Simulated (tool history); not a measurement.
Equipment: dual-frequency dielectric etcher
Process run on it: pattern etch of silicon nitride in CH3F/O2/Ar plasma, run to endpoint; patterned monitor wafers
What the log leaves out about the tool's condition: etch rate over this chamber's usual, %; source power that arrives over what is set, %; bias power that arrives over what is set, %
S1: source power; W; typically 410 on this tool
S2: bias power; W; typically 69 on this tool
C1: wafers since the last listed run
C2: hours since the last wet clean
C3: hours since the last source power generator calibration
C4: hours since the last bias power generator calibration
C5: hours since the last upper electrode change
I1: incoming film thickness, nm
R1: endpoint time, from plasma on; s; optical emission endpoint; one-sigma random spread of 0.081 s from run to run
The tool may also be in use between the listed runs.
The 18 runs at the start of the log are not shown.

run	hour	S1	S2	C1	C2	C3	C4	C5	I1	R1
19	573.9	460	60	512	275.4	3087.2	217.3	192.9	17.44	27.0
20	605.2	350	84	617	306.7	3118.5	248.6	224.2	17.24	24.9
21	636.1	410	69	609	337.6	3149.4	279.5	255.1	17.53	26.6
# hour 641.3: source power generator calibrated
22	649.5	480	69	185	351.0	8.2	292.9	268.5	17.49	24.9
23	668.5	410	82	374	370.0	27.2	311.9	287.5	17.26	24.0
24	686.6	410	69	356	388.1	45.3	330.0	305.6	17.35	26.4
# hour 725.6: wet clean of the chamber
25	726.1	410	64	305	0.5	84.8	369.5	345.1	17.52	27.2
26	738.7	330	69	248	13.1	97.4	382.1	357.7	17.29	27.9
27	752.0	500	76	262	26.4	110.7	395.4	371.0	17.40	22.7
28	771.9	460	82	392	46.3	130.6	415.3	390.9	17.61	23.0
29	786.9	410	83	295	61.3	145.6	430.3	405.9	17.43	23.5
30	801.7	410	69	291	76.1	160.4	445.1	420.7	17.40	26.0
31	816.2	380	57	285	90.6	174.9	459.6	435.2	17.45	29.7
32	836.8	410	79	406	111.2	195.5	480.2	455.8	17.38	24.2
33	855.8	310	80	374	130.2	214.5	499.2	474.8	17.34	26.8
34	885.5	320	69	585	159.9	244.2	528.9	504.5	17.15	28.3
35	915.0	410	69	581	189.4	273.7	558.4	534.0	17.53	26.6
36	940.5	380	62	502	214.9	299.2	583.9	559.5	17.35	28.7

Here are 3 independent what-if runs from the current tool condition. What would each one return?
A	940.9	470	69	7	215.3	299.6	584.3	559.9	17.66	?
B	940.9	460	76	7	215.3	299.6	584.3	559.9	17.66	?
C	940.9	350	59	7	215.3	299.6	584.3	559.9	17.66	?

run	R1
A	25.3
B	24.2
C	30.9
Without the tool's unlogged condition, the same runs would have read:
run	R1
A	24.4
B	23.4
C	29.9
